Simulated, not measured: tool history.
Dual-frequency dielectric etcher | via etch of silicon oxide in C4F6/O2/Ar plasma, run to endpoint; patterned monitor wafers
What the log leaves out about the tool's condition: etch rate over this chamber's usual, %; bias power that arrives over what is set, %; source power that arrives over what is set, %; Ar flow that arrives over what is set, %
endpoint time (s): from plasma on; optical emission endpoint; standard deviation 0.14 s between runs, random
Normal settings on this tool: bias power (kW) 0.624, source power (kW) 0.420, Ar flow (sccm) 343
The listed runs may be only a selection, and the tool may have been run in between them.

run     day  bias power (kW)  source power (kW)  Ar flow (sccm)  wafers since the last listed run  hours since the last wet clean  hours since the last bias power generator calibration  hours since the last source power generator calibration  hours since the last Ar flow controller change  hours since the last upper electrode change  incoming incoming film thickness, nm  endpoint time (s)
  1   0.000            0.624              0.420             343                                 0                           310.0                                                 3832.9                                                   3508.4                                          5003.5                                       3358.9                                 131.8               27.5
  2   0.746            0.624              0.420             343                               331                           327.9                                                 3850.8                                                   3526.3                                          5021.4                                       3376.8                                 132.0               27.7
  3   2.088            0.624              0.420             343                               596                           360.1                                                 3883.0                                                   3558.5                                          5053.6                                       3409.0                                 130.0               27.3
  4   2.942            0.624              0.420             343                               379                           380.6                                                 3903.5                                                   3579.0                                          5074.1                                       3429.5                                 131.2               27.4
  5   3.688            0.624              0.420             343                               331                           398.5                                                 3921.4                                                   3596.9                                          5092.0                                       3447.4                                 132.1               27.6
  6   4.621            0.624              0.420             343                               414                           420.9                                                 3943.8                                                   3619.3                                          5114.4                                       3469.8                                 130.1               27.1
  7   5.554            0.624              0.450             343                               414                           443.3                                                 3966.2                                                   3641.7                                          5136.8                                       3492.2                                 129.9               27.0
      7.200  -- wet clean of the chamber
  8   7.221            0.624              0.420             343                               296                             0.5                                                 4006.2                                                   3681.7                                          5176.8                                       3532.2                                 131.5               27.5
  9   7.271            0.624              0.420             343                                22                             1.7                                                 4007.4                                                   3682.9                                          5178.0                                       3533.4                                 131.1               27.5
 10   8.712            0.624              0.420             343                               640                            36.3                                                 4042.0                                                   3717.5                                          5212.6                                       3568.0                                 130.7               27.2
 11   9.817            0.624              0.420             343                               490                            62.8                                                 4068.5                                                   3744.0                                          5239.1                                       3594.5                                 131.1               27.5
 12  10.354            0.729              0.370             343                               238                            75.7                                                 4081.4                                                   3756.9                                          5252.0                                       3607.4                                 130.1               26.8
     11.142  -- Ar flow controller replaced
 13  11.288            0.624              0.520             343                               303                            98.1                                                 4103.8                                                   3779.3                                             3.5                                       3629.8                                 130.9               26.1
     12.254  -- bias power generator calibrated
 14  12.462            0.624              0.370             426                               448                           126.3                                                    5.0                                                   3807.5                                            31.7                                       3658.0                                 131.9               28.7
     13.312  -- source power generator calibrated
     14.038  -- upper electrode replaced
 15  14.058            0.624              0.420             343                               312                           164.6                                                   43.3                                                     17.9                                            70.0                                          0.5                                 130.7               27.3
 16  14.908            0.500              0.360             343                               377                           185.0                                                   63.7                                                     38.3                                            90.4                                         20.9                                 131.5               30.4
 17  15.808            0.624              0.390             372                               400                           206.6                                                   85.3                                                     59.9                                           112.0                                         42.5                                 131.1               28.0
 18  16.954            0.624              0.420             343                               509                           234.1                                                  112.8                                                     87.4                                           139.5                                         70.0                                 130.2               27.0
 19  18.188            0.624              0.360             343                               548                           263.7                                                  142.4                                                    117.0                                           169.1                                         99.6                                 131.3               28.6
 20  19.117            0.733              0.510             402                               413                           286.0                                                  164.7                                                    139.3                                           191.4                                        121.9                                 130.5               25.0

Branching from run 20: 5 alternative next runs. What would each branch give?
  A  19.133            0.624              0.420             343                                 7                           286.4                                                  165.1                                                    139.7                                           191.8                                        122.3                                 129.7                  ?
  B  19.133            0.624              0.420             278                                 7                           286.4                                                  165.1                                                    139.7                                           191.8                                        122.3                                 129.7                  ?
  C  19.133            0.757              0.490             370                                 7                           286.4                                                  165.1                                                    139.7                                           191.8                                        122.3                                 129.7                  ?
  D  19.133            0.504              0.420             343                                 7                           286.4                                                  165.1                                                    139.7                                           191.8                                        122.3                                 129.7                  ?
  E  19.133            0.624              0.420             378                                 7                           286.4                                                  165.1                                                    139.7                                           191.8                                        122.3                                 129.7                  ?

run  endpoint time (s)
  A               27.2
  B               26.8
  C               24.7
  D               29.1
  E               27.4
With no hidden state in the tool, these same runs would have given:
run  endpoint time (s)
  A               27.2
  B               26.8
  C               24.7
  D               29.1
  E               27.4
